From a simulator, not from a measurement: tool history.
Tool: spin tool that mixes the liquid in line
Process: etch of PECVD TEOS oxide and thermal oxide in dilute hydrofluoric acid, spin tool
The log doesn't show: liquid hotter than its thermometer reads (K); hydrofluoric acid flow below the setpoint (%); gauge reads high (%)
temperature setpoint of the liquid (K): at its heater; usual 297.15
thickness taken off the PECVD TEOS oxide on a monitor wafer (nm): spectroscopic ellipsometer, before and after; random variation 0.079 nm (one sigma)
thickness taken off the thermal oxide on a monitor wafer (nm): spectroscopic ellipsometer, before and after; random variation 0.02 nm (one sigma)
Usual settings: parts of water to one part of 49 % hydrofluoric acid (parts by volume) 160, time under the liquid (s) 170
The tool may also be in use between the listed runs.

run    hour  temperature setpoint of the liquid (K)  parts of water to one part of 49 % hydrofluoric acid (parts by volume)  time under the liquid (s)  wafers since the last listed run  hours since the thermometer was replaced  hours since the hydrofluoric acid flow meter was replaced  hours since the gauge calibration  read-back film thickness of the PECVD TEOS oxide reference wafer, read on the same gauge (nm)  read-back film thickness of the thermal oxide reference wafer, read on the same gauge (nm)  thickness taken off the PECVD TEOS oxide on a monitor wafer (nm)  thickness taken off the thermal oxide on a monitor wafer (nm)
  1     0.0                                  297.15                                                                     160                        170                                 0                                     628.1                                                       44.3                             1190.6                                                                                         110.02                                                                                      99.986                                                              9.34                                                          4.059
  2    46.9                                  297.15                                                                     160                        170                               332                                     675.0                                                       91.2                             1237.5                                                                                         110.01                                                                                     100.013                                                              9.20                                                          4.087
  3   109.6                                  297.15                                                                     160                        170                               443                                     737.7                                                      153.9                             1300.2                                                                                         109.99                                                                                      99.995                                                              9.33                                                          4.127
  4   162.4                                  297.15                                                                     160                        170                               373                                     790.5                                                      206.7                             1353.0                                                                                         109.99                                                                                      99.976                                                              9.18                                                          4.129
      242.5  -- thermometer replaced
  5   378.9                                  297.15                                                                     160                        170                              1525                                     136.4                                                      423.2                             1569.5                                                                                         109.99                                                                                      99.995                                                              8.88                                                          3.960
  6   418.9                                  297.15                                                                     160                        170                               283                                     176.4                                                      463.2                             1609.5                                                                                         110.00                                                                                      99.972                                                              9.00                                                          3.901
  7   456.7                                  297.15                                                                     160                        170                               267                                     214.2                                                      501.0                             1647.3                                                                                         109.98                                                                                     100.025                                                              8.92                                                          3.957
  8   515.5                                  297.15                                                                     160                        170                               416                                     273.0                                                      559.8                             1706.1                                                                                         110.02                                                                                      99.994                                                              9.01                                                          3.984
  9   598.0                                  297.15                                                                     160                        170                               584                                     355.5                                                      642.3                             1788.6                                                                                         110.01                                                                                     100.013                                                              9.13                                                          4.001
 10   658.5                                  298.65                                                                     160                        170                               428                                     416.0                                                      702.8                             1849.1                                                                                         110.01                                                                                      99.987                                                              9.74                                                          4.194
      689.1  -- gauge calibrated
 11   706.6                                  298.65                                                                     160                        170                               340                                     464.1                                                      750.9                               17.5                                                                                         109.99                                                                                      99.998                                                              9.81                                                          4.268
 12   813.6                                  297.15                                                                     160                        245                               757                                     571.1                                                      857.9                              124.5                                                                                         109.99                                                                                      99.985                                                             13.15                                                          5.868
 13   868.9                                  295.65                                                                     135                         80                               391                                     626.4                                                      913.2                              179.8                                                                                         110.00                                                                                      99.995                                                              5.00                                                          2.199
 14   935.9                                  297.15                                                                     225                        170                               474                                     693.4                                                      980.2                              246.8                                                                                         110.00                                                                                      99.975                                                              6.05                                                          2.686
 15  1038.5                                  297.15                                                                     160                        245                               726                                     796.0                                                     1082.8                              349.4                                                                                         110.00                                                                                     100.017                                                             13.51                                                          5.925
     1079.9  -- thermometer replaced
 16  1096.5                                  295.65                                                                     160                        110                               403                                      16.6                                                     1140.8                              407.4                                                                                         110.01                                                                                     100.006                                                              5.43                                                          2.385
     1127.0  -- hydrofluoric acid flow meter replaced
 17  1185.5                                  295.65                                                                     160                        170                               622                                     105.6                                                       58.5                              496.4                                                                                         110.02                                                                                      99.973                                                              8.44                                                          3.714
 18  1283.0                                  297.15                                                                     160                        170                               690                                     203.1                                                      156.0                              593.9                                                                                         110.01                                                                                      99.969                                                              8.97                                                          3.926
 19  1336.8                                  297.15                                                                     160                        170                               380                                     256.9                                                      209.8                              647.7                                                                                         110.00                                                                                      99.967                                                              8.90                                                          3.958
 20  1394.0                                  297.15                                                                     160                        170                               404                                     314.1                                                      267.0                              704.9                                                                                         109.98                                                                                      99.971                                                              9.05                                                          3.991
 21  1448.1                                  292.65                                                                      90                        225                               382                                     368.2                                                      321.1                              759.0                                                                                         110.01                                                                                      99.995                                                             19.45                                                          8.508
 22  1490.3                                  297.15                                                                     160                        170                               298                                     410.4                                                      363.3                              801.2                                                                                         110.00                                                                                     100.038                                                              9.05                                                          4.021
 23  1574.6                                  299.65                                                                     160                        105                               596                                     494.7                                                      447.6                              885.5                                                                                         110.01                                                                                     100.024                                                              6.22                                                          2.720
 24  1672.5                                  292.15                                                                     105                        200                               693                                     592.6                                                      545.5                              983.4                                                                                         110.00                                                                                     100.018                                                             14.32                                                          6.370

Hidden state or all else? Some run-to-run changes of thickness taken off the PECVD TEOS oxide on a monitor wafer (nm), split into what the settings, what came in and random variation would give without the hidden state, and what is left for the hidden state (with any gauge scatter that isn't in both results):
Run 14 -> 15: parts of water to one part of 49 % hydrofluoric acid (parts by volume) 225 -> 160, time under the liquid (s) 170 -> 245. thickness taken off the PECVD TEOS oxide on a monitor wafer (nm) +7.46: hidden state +0.41, all else +7.05.
Run 15 -> 16: temperature setpoint of the liquid (K) 297.15 -> 295.65, time under the liquid (s) 245 -> 110, thermometer replaced. thickness taken off the PECVD TEOS oxide on a monitor wafer (nm) -8.08: hidden state -0.63, all else -7.45.
Run 20 -> 21: temperature setpoint of the liquid (K) 297.15 -> 292.65, parts of water to one part of 49 % hydrofluoric acid (parts by volume) 160 -> 90, time under the liquid (s) 170 -> 225. thickness taken off the PECVD TEOS oxide on a monitor wafer (nm) +10.40: hidden state +0.31, all else +10.09.
Run 21 -> 22: temperature setpoint of the liquid (K) 292.65 -> 297.15, parts of water to one part of 49 % hydrofluoric acid (parts by volume) 90 -> 160, time under the liquid (s) 225 -> 170. thickness taken off the PECVD TEOS oxide on a monitor wafer (nm) -10.40: hidden state -0.26, all else -10.14.
